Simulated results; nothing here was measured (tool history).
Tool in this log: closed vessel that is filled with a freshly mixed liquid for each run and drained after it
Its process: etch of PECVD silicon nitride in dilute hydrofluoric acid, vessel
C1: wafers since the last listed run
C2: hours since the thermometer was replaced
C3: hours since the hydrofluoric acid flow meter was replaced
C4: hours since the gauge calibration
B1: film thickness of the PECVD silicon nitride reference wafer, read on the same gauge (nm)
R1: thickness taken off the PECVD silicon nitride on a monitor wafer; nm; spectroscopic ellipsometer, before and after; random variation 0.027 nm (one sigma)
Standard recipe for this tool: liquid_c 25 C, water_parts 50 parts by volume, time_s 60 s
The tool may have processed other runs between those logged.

{"run": 1, "day": 0.0, "liquid_c": 25, "water_parts": 60, "time_s": 60, "C1": 0, "C2": 1931.4, "C3": 1200.1, "C4": 1206.7, "B1": 119.953, "R1": 4.204}
{"run": 2, "day": 2.138, "liquid_c": 25, "water_parts": 50, "time_s": 60, "C1": 5746, "C2": 1982.7, "C3": 1251.4, "C4": 1258, "B1": 119.983, "R1": 5.085}
{"run": 3, "day": 4.883, "liquid_c": 25, "water_parts": 50, "time_s": 60, "C1": 7381, "C2": 2048.6, "C3": 1317.3, "C4": 1323.9, "B1": 120.04, "R1": 5.083}
{"run": 4, "day": 7.683, "liquid_c": 25, "water_parts": 55, "time_s": 60, "C1": 7526, "C2": 2115.8, "C3": 1384.5, "C4": 1391.1, "B1": 119.974, "R1": 4.62}
{"run": 5, "day": 9.671, "liquid_c": 25, "water_parts": 50, "time_s": 60, "C1": 5342, "C2": 2163.5, "C3": 1432.2, "C4": 1438.8, "B1": 119.987, "R1": 5.068}
{"run": 6, "day": 11.579, "liquid_c": 25, "water_parts": 50, "time_s": 60, "C1": 5129, "C2": 2209.3, "C3": 1478, "C4": 1484.6, "B1": 120.054, "R1": 5.101}
{"run": 7, "day": 13.95, "liquid_c": 25, "water_parts": 50, "time_s": 60, "C1": 6373, "C2": 2266.2, "C3": 1534.9, "C4": 1541.5, "B1": 119.982, "R1": 5.133}
{"day": 18.408, "done": "thermometer replaced"}
{"run": 8, "day": 21.062, "liquid_c": 25, "water_parts": 50, "time_s": 60, "C1": 19007, "C2": 63.7, "C3": 1705.6, "C4": 1712.2, "B1": 119.961, "R1": 4.76}
{"run": 9, "day": 22.079, "liquid_c": 25, "water_parts": 50, "time_s": 60, "C1": 2732, "C2": 88.1, "C3": 1730, "C4": 1736.6, "B1": 119.999, "R1": 4.698}
{"run": 10, "day": 24.375, "liquid_c": 25, "water_parts": 50, "time_s": 60, "C1": 6171, "C2": 143.2, "C3": 1785.1, "C4": 1791.7, "B1": 119.99, "R1": 4.736}
{"run": 11, "day": 27.05, "liquid_c": 25, "water_parts": 50, "time_s": 60, "C1": 7190, "C2": 207.4, "C3": 1849.3, "C4": 1855.9, "B1": 120.009, "R1": 4.788}
{"run": 12, "day": 32.142, "liquid_c": 25, "water_parts": 45, "time_s": 60, "C1": 13687, "C2": 329.6, "C3": 1971.5, "C4": 1978.1, "B1": 120.02, "R1": 5.343}
{"run": 13, "day": 33.783, "liquid_c": 25, "water_parts": 45, "time_s": 60, "C1": 4413, "C2": 369, "C3": 2010.9, "C4": 2017.5, "B1": 119.973, "R1": 5.328}
{"run": 14, "day": 36.438, "liquid_c": 25, "water_parts": 30, "time_s": 30, "C1": 7134, "C2": 432.7, "C3": 2074.6, "C4": 2081.2, "B1": 120.071, "R1": 3.947}
{"run": 15, "day": 39.183, "liquid_c": 25, "water_parts": 50, "time_s": 60, "C1": 7381, "C2": 498.6, "C3": 2140.5, "C4": 2147.1, "B1": 120.013, "R1": 4.83}
{"run": 16, "day": 42.038, "liquid_c": 25, "water_parts": 50, "time_s": 60, "C1": 7672, "C2": 567.1, "C3": 2209, "C4": 2215.6, "B1": 119.999, "R1": 4.829}
{"run": 17, "day": 44.896, "liquid_c": 23.5, "water_parts": 35, "time_s": 40, "C1": 7683, "C2": 635.7, "C3": 2277.6, "C4": 2284.2, "B1": 119.999, "R1": 4.141}
{"day": 46.838, "done": "gauge calibrated"}
{"run": 18, "day": 46.904, "liquid_c": 25, "water_parts": 50, "time_s": 60, "C1": 5398, "C2": 683.9, "C3": 2325.8, "C4": 1.6, "B1": 120.071, "R1": 4.817}
{"run": 19, "day": 49.592, "liquid_c": 25, "water_parts": 50, "time_s": 30, "C1": 7224, "C2": 748.4, "C3": 2390.3, "C4": 66.1, "B1": 120.042, "R1": 2.411}
{"run": 20, "day": 51.188, "liquid_c": 30, "water_parts": 50, "time_s": 60, "C1": 4289, "C2": 786.7, "C3": 2428.6, "C4": 104.4, "B1": 120.026, "R1": 6.716}
{"run": 21, "day": 52.254, "liquid_c": 25, "water_parts": 50, "time_s": 60, "C1": 2867, "C2": 812.3, "C3": 2454.2, "C4": 130, "B1": 119.99, "R1": 4.843}
{"run": 22, "day": 55.221, "liquid_c": 25, "water_parts": 50, "time_s": 60, "C1": 7974, "C2": 883.5, "C3": 2525.4, "C4": 201.2, "B1": 119.966, "R1": 4.915}
{"day": 55.558, "done": "hydrofluoric acid flow meter replaced"}
{"run": 23, "day": 56.271, "liquid_c": 25, "water_parts": 50, "time_s": 60, "C1": 2710, "C2": 908.7, "C3": 17.1, "C4": 226.4, "B1": 119.992, "R1": 4.847}
{"run": 24, "day": 57.888, "liquid_c": 25, "water_parts": 50, "time_s": 40, "C1": 4345, "C2": 947.5, "C3": 55.9, "C4": 265.2, "B1": 120.006, "R1": 3.293}
{"run": 25, "day": 60.5, "liquid_c": 25, "water_parts": 40, "time_s": 60, "C1": 7022, "C2": 1010.2, "C3": 118.6, "C4": 327.9, "B1": 120.035, "R1": 6.106}
{"run": 26, "day": 62.796, "liquid_c": 25, "water_parts": 50, "time_s": 60, "C1": 6171, "C2": 1065.3, "C3": 173.7, "C4": 383, "B1": 120.033, "R1": 4.878}
{"run": 27, "day": 64.154, "liquid_c": 27.5, "water_parts": 30, "time_s": 90, "C1": 3651, "C2": 1097.9, "C3": 206.3, "C4": 415.6, "B1": 120.004, "R1": 14.35}
{"run": 28, "day": 66.746, "liquid_c": 25, "water_parts": 50, "time_s": 70, "C1": 6966, "C2": 1160.1, "C3": 268.5, "C4": 477.8, "B1": 120.014, "R1": 5.734}
{"run": 29, "day": 69.358, "liquid_c": 27.5, "water_parts": 50, "time_s": 35, "C1": 7022, "C2": 1222.8, "C3": 331.2, "C4": 540.5, "B1": 119.998, "R1": 3.374}
{"run": 30, "day": 77.808, "liquid_c": 26.5, "water_parts": 50, "time_s": 35, "C1": 22715, "C2": 1425.6, "C3": 534, "C4": 743.3, "B1": 119.953, "R1": 3.191}
{"run": 31, "day": 78.983, "liquid_c": 25, "water_parts": 50, "time_s": 60, "C1": 3158, "C2": 1453.8, "C3": 562.2, "C4": 771.5, "B1": 120.012, "R1": 4.941}
{"run": 32, "day": 87.317, "liquid_c": 28.5, "water_parts": 50, "time_s": 60, "C1": 22401, "C2": 1653.8, "C3": 762.2, "C4": 971.5, "B1": 120.024, "R1": 6.226}
{"run": 33, "day": 89.508, "liquid_c": 28, "water_parts": 40, "time_s": 90, "C1": 5891, "C2": 1706.4, "C3": 814.8, "C4": 1024.1, "B1": 120.027, "R1": 11.306}

Here are 3 independent what-if runs from the current tool condition. What would each one return?
{"run": "A", "day": 89.538, "liquid_c": 25, "water_parts": 50, "time_s": 60, "C1": 78, "C2": 1707.1, "C3": 815.5, "C4": 1024.8, "B1": "?", "R1": "?"}
{"run": "B", "day": 89.538, "liquid_c": 26.5, "water_parts": 50, "time_s": 40, "C1": 78, "C2": 1707.1, "C3": 815.5, "C4": 1024.8, "B1": "?", "R1": "?"}
{"run": "C", "day": 89.538, "liquid_c": 29.5, "water_parts": 65, "time_s": 40, "C1": 78, "C2": 1707.1, "C3": 815.5, "C4": 1024.8, "B1": "?", "R1": "?"}

run=A B1=120.012 R1=4.989
run=B B1=120.012 R1=3.673
run=C B1=120.012 R1=3.441
With the hidden condition removed and each run's random variation left untouched, the same runs would have given:
run=A R1=4.733
run=B R1=3.486
run=C R1=3.271
